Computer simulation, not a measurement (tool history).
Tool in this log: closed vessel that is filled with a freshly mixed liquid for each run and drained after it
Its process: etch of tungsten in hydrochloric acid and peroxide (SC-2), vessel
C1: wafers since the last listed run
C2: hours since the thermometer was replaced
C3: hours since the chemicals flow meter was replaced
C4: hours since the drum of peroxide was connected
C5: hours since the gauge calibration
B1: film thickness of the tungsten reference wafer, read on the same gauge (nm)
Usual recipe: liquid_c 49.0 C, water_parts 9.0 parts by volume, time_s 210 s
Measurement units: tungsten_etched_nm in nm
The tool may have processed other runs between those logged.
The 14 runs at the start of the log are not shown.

-- hour=1179.3 new drum of peroxide connected
run 15 hour=1212.5 | liquid_c=49.0 water_parts=9.0 time_s=300 | C1=10739 C2=226.8 C3=769.4 C4=33.2 C5=3305.3 | B1=30.00 | tungsten_etched_nm=59.57
-- hour=1279.5 chemicals flow meter replaced
run 16 hour=1292.4 | liquid_c=45.0 water_parts=7.0 time_s=165 | C1=8323 C2=306.7 C3=12.9 C4=113.1 C5=3385.2 | B1=29.98 | tungsten_etched_nm=28.74
run 17 hour=1355.8 | liquid_c=49.0 water_parts=9.0 time_s=300 | C1=6688 C2=370.1 C3=76.3 C4=176.5 C5=3448.6 | B1=29.97 | tungsten_etched_nm=55.72
run 18 hour=1404.9 | liquid_c=49.0 water_parts=6.5 time_s=90 | C1=5179 C2=419.2 C3=125.4 C4=225.6 C5=3497.7 | B1=29.98 | tungsten_etched_nm=21.61
run 19 hour=1510.2 | liquid_c=55.5 water_parts=4.5 time_s=130 | C1=11108 C2=524.5 C3=230.7 C4=330.9 C5=3603.0 | B1=29.96 | tungsten_etched_nm=62.53
run 20 hour=1582.4 | liquid_c=49.0 water_parts=9.0 time_s=210 | C1=7616 C2=596.7 C3=302.9 C4=403.1 C5=3675.2 | B1=30.02 | tungsten_etched_nm=40.29
-- hour=1635.2 thermometer replaced
run 21 hour=1676.2 | liquid_c=49.0 water_parts=9.0 time_s=210 | C1=9789 C2=41.0 C3=396.7 C4=496.9 C5=3769.0 | B1=29.96 | tungsten_etched_nm=40.17
-- hour=1734.7 new drum of peroxide connected
run 22 hour=1773.9 | liquid_c=55.5 water_parts=13.5 time_s=330 | C1=10201 C2=138.7 C3=494.4 C4=39.2 C5=3866.7 | B1=29.97 | tungsten_etched_nm=70.41
-- hour=1784.6 gauge calibrated
run 23 hour=1869.6 | liquid_c=45.5 water_parts=11.0 time_s=280 | C1=10095 C2=234.4 C3=590.1 C4=134.9 C5=85.0 | B1=29.98 | tungsten_etched_nm=36.81
run 24 hour=1965.0 | liquid_c=49.0 water_parts=9.0 time_s=210 | C1=10064 C2=329.8 C3=685.5 C4=230.3 C5=180.4 | B1=30.00 | tungsten_etched_nm=41.40
run 25 hour=2004.8 | liquid_c=49.0 water_parts=9.0 time_s=105 | C1=4198 C2=369.6 C3=725.3 C4=270.1 C5=220.2 | B1=30.00 | tungsten_etched_nm=20.38
-- hour=2011.3 chemicals flow meter replaced
run 26 hour=2096.4 | liquid_c=55.0 water_parts=11.0 time_s=270 | C1=9557 C2=461.2 C3=85.1 C4=361.7 C5=311.8 | B1=29.99 | tungsten_etched_nm=63.96
run 27 hour=2180.2 | liquid_c=57.0 water_parts=6.0 time_s=255 | C1=8840 C2=545.0 C3=168.9 C4=445.5 C5=395.6 | B1=29.99 | tungsten_etched_nm=109.82
run 28 hour=2220.3 | liquid_c=49.0 water_parts=9.0 time_s=315 | C1=4230 C2=585.1 C3=209.0 C4=485.6 C5=435.7 | B1=30.01 | tungsten_etched_nm=58.90
-- hour=2274.8 thermometer replaced
run 29 hour=2298.4 | liquid_c=55.5 water_parts=9.0 time_s=210 | C1=8133 C2=23.6 C3=287.1 C4=563.7 C5=513.8 | B1=30.02 | tungsten_etched_nm=60.62
-- hour=2321.9 new drum of peroxide connected
run 30 hour=2371.8 | liquid_c=49.0 water_parts=9.0 time_s=210 | C1=7637 C2=97.0 C3=360.5 C4=49.9 C5=587.2 | B1=29.96 | tungsten_etched_nm=40.41
run 31 hour=2417.1 | liquid_c=56.0 water_parts=9.0 time_s=260 | C1=4778 C2=142.3 C3=405.8 C4=95.2 C5=632.5 | B1=30.02 | tungsten_etched_nm=79.15

Each row is a separate what-if for the run after 31, all from the same tool condition, not one after another. Results?
run A hour=2417.8 | liquid_c=49.0 water_parts=9.0 time_s=175 | C1=73 C2=143.0 C3=406.5 C4=95.9 C5=633.2 | B1=? | tungsten_etched_nm=?
run B hour=2417.8 | liquid_c=54.5 water_parts=6.0 time_s=310 | C1=73 C2=143.0 C3=406.5 C4=95.9 C5=633.2 | B1=? | tungsten_etched_nm=?
run C hour=2417.8 | liquid_c=43.0 water_parts=13.5 time_s=275 | C1=73 C2=143.0 C3=406.5 C4=95.9 C5=633.2 | B1=? | tungsten_etched_nm=?

run=A B1=30.00 tungsten_etched_nm=33.24
run=B B1=30.00 tungsten_etched_nm=116.08
run=C B1=30.00 tungsten_etched_nm=24.64
Without the tool's unlogged condition, the same runs would have read:
run=A tungsten_etched_nm=32.38
run=B tungsten_etched_nm=113.36
run=C tungsten_etched_nm=23.96
